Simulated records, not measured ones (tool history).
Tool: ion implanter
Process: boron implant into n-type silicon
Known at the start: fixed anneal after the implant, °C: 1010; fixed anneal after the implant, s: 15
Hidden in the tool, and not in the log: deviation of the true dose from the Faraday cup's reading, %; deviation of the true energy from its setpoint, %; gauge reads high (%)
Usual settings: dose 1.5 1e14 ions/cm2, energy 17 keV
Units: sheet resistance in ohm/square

run	hour	dose	energy	wafers since the last listed run	hours since the last dose calibration	hours since the extraction supply was calibrated	hours since the gauge calibration	read-back reference wafer on the same gauge, sheet resistance	sheet resistance
1	0	1.5	17	0	1327.6	2920.6	189.6	499.92	565.18
2	11.8	1.5	17	176	1339.4	2932.4	201.4	500.04	562.69
3	19.5	1.5	17	114	1347.1	2940.1	209.1	500.08	564.49
4	32.2	1.5	17	189	1359.8	2952.8	221.8	499.86	564.51
5	42.2	1.5	17	149	1369.8	2962.8	231.8	500.02	564.79
6	55.5	1.39	17	198	1383.1	2976.1	245.1	499.94	599.92
7	65.3	1.5	17	146	1392.9	2985.9	254.9	499.93	564.83
8	77.5	1.5	19.5	182	1405.1	2998.1	267.1	500.04	554.24
9	94.7	1.5	17	256	1422.3	3015.3	284.3	500.09	562.83
10	104.8	1.5	17	150	1432.4	3025.4	294.4	500.03	562.67
11	122.6	1.5	17	265	1450.2	3043.2	312.2	499.99	562.81
12	128.6	1.5	17	89	1456.2	3049.2	318.2	499.9	563.64
13	145	1.5	17	244	1472.6	3065.6	334.6	500.06	562.56
14	156.4	1.5	17	170	1484	3077	346	500	559.41
# hour 178.5: extraction supply calibrated
15	179	1.5	22	217	1506.6	0.5	368.6	500.06	540.5
16	182.7	1.5	11.5	55	1510.3	4.2	372.3	500.05	590.43
17	200.2	1.28	22.5	261	1527.8	21.7	389.8	500	608.9
18	206.8	1.67	14	98	1534.4	28.3	396.4	500.02	527.49
19	214.4	1.12	17	113	1542	35.9	404	499.95	706.65
20	230.6	1.21	14	241	1558.2	52.1	420.2	500.01	681.35
# hour 235.5: gauge calibrated
21	236.7	1.26	17	91	1564.3	58.2	1.2	499.8	642.87
22	244.2	1.28	20.5	111	1571.8	65.7	8.7	499.95	617.33
23	258.6	1.5	22.5	214	1586.2	80.1	23.1	500.04	538.22
24	270.4	1.5	17	176	1598	91.9	34.9	500.12	559.48
25	284.6	1.24	21.5	211	1612.2	106.1	49.1	500.09	627.24
26	299.6	1.12	17	223	1627.2	121.1	64.1	500.03	703.87
27	312.3	1.5	19	189	1639.9	133.8	76.8	500.1	549.47
28	322.6	1.36	13.5	153	1650.2	144.1	87.1	499.97	623.76
# hour 332.4: Faraday cup replaced and dose calibrated
29	334.3	1.09	21.5	55	1.9	155.8	98.8	499.99	717.97
30	342.7	1.5	12	125	10.3	164.2	107.2	499.8	607.79
31	350.6	1.5	17	117	18.2	172.1	115.1	500.11	580.64
32	362.8	1.87	17	182	30.4	184.3	127.3	499.96	486.43
33	372.8	1.5	17	149	40.4	194.3	137.3	500.1	580.73
34	379.7	1.29	22.5	102	47.3	201.2	144.2	499.91	625.96
35	394.9	1.5	17	226	62.5	216.4	159.4	499.82	581.39
36	434.4	1.1	15	589	102	255.9	198.9	500.03	755.02
37	447.1	1.26	12	189	114.7	268.6	211.6	499.9	699.21
38	465	1.18	17	267	132.6	286.5	229.5	500.06	702.86

Forecast each of these 3 alternatives for the next run:
A	465.4	1.5	17	5	133	286.9	229.9	?	?
B	465.4	1.32	12.5	5	133	286.9	229.9	?	?
C	465.4	1.77	17	5	133	286.9	229.9	?	?

run	read-back reference wafer on the same gauge, sheet resistance	sheet resistance
A	499.89	581.09
B	499.89	671.01
C	499.89	508.57
Without the tool's hidden state the same runs would have given:
run	sheet resistance
A	581.78
B	671.79
C	509.17
